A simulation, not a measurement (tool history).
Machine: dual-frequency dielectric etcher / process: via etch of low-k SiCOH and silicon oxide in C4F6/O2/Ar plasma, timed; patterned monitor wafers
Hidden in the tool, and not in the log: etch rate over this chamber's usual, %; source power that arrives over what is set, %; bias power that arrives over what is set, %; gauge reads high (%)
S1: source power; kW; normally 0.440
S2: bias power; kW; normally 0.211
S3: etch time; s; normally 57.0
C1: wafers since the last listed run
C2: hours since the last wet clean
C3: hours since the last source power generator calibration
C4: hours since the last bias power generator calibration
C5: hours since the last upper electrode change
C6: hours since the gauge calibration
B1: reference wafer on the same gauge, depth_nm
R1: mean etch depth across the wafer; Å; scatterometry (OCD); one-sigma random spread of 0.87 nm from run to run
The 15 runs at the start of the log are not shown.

Run 16, hour 315.2: usual settings but S2 0.229 kW; C1 26; C2 261.2; C3 3014.4; C4 231.6; C5 2.7; C6 231.0; B1 165.0. Result: R1 1601 Å.
Run 17, hour 328.1: usual settings but S1 0.540 kW, S2 0.174 kW, S3 45.5 s; C1 153; C2 274.1; C3 3027.3; C4 244.5; C5 15.6; C6 243.9; B1 165.1. Result: R1 1317 Å.
Run 18, hour 351.1: usual settings; C1 273; C2 297.1; C3 3050.3; C4 267.5; C5 38.6; C6 266.9; B1 165.0. Result: R1 1583 Å.
Run 19, hour 378.2: usual settings; C1 321; C2 324.2; C3 3077.4; C4 294.6; C5 65.7; C6 294.0; B1 165.1. Result: R1 1567 Å.
At hour 460.6: source power generator calibrated.
Run 20, hour 470.3: usual settings but S3 47.5 s; C1 1045; C2 416.3; C3 9.7; C4 386.7; C5 157.8; C6 386.1; B1 165.1. Result: R1 1321 Å.
Run 21, hour 501.9: usual settings but S1 0.390 kW, S2 0.196 kW, S3 47.0 s; C1 375; C2 447.9; C3 41.3; C4 418.3; C5 189.4; C6 417.7; B1 164.9. Result: R1 1203 Å.
At hour 544.2: wet clean of the chamber.
Run 22, hour 544.7: usual settings but S1 0.410 kW, S2 0.244 kW, S3 67.0 s; C1 223; C2 0.5; C3 84.1; C4 461.1; C5 232.2; C6 460.5; B1 165.1. Result: R1 1848 Å.
Run 23, hour 547.2: usual settings but S2 0.232 kW, S3 64.5 s; C1 29; C2 3.0; C3 86.6; C4 463.6; C5 234.7; C6 463.0; B1 165.0. Result: R1 1820 Å.
Run 24, hour 560.9: usual settings but S1 0.520 kW, S2 0.185 kW; C1 162; C2 16.7; C3 100.3; C4 477.3; C5 248.4; C6 476.7; B1 165.1. Result: R1 1642 Å.
Run 25, hour 580.3: usual settings; C1 230; C2 36.1; C3 119.7; C4 496.7; C5 267.8; C6 496.1; B1 165.2. Result: R1 1576 Å.
Run 26, hour 603.1: usual settings but S1 0.380 kW, S2 0.195 kW, S3 47.5 s; C1 270; C2 58.9; C3 142.5; C4 519.5; C5 290.6; C6 518.9; B1 165.1. Result: R1 1214 Å.
Run 27, hour 631.4: usual settings but S1 0.480 kW, S2 0.228 kW, S3 62.0 s; C1 335; C2 87.2; C3 170.8; C4 547.8; C5 318.9; C6 547.2; B1 165.1. Result: R1 1825 Å.
Run 28, hour 650.9: usual settings; C1 231; C2 106.7; C3 190.3; C4 567.3; C5 338.4; C6 566.7; B1 165.0. Result: R1 1569 Å.
Run 29, hour 681.7: usual settings but S2 0.244 kW, S3 50.0 s; C1 365; C2 137.5; C3 221.1; C4 598.1; C5 369.2; C6 597.5; B1 164.9. Result: R1 1432 Å.
Run 30, hour 769.0: usual settings but S1 0.510 kW, S2 0.167 kW, S3 63.5 s; C1 1036; C2 224.8; C3 308.4; C4 685.4; C5 456.5; C6 684.8; B1 165.0. Result: R1 1776 Å.
Run 31, hour 795.1: usual settings but S2 0.229 kW; C1 309; C2 250.9; C3 334.5; C4 711.5; C5 482.6; C6 710.9; B1 165.0. Result: R1 1608 Å.

Predict each of these 3 candidate next runs independently; none follows another, all start after run 31:
Run A, hour 795.5: usual settings; C1 4; C2 251.3; C3 334.9; C4 711.9; C5 483.0; C6 711.3; B1 ?. Result: R1 ?.
Run B, hour 795.5: usual settings but S1 0.510 kW, S2 0.160 kW; C1 4; C2 251.3; C3 334.9; C4 711.9; C5 483.0; C6 711.3; B1 ?. Result: R1 ?.
Run C, hour 795.5: usual settings but S1 0.480 kW, S2 0.255 kW, S3 62.5 s; C1 4; C2 251.3; C3 334.9; C4 711.9; C5 483.0; C6 711.3; B1 ?. Result: R1 ?.

run     B1    R1
  A  165.0  1571
  B  165.0  1579
  C  165.0  1883
With no hidden state in the tool, these same runs would have given:
run    R1
  A  1571
  B  1579
  C  1883

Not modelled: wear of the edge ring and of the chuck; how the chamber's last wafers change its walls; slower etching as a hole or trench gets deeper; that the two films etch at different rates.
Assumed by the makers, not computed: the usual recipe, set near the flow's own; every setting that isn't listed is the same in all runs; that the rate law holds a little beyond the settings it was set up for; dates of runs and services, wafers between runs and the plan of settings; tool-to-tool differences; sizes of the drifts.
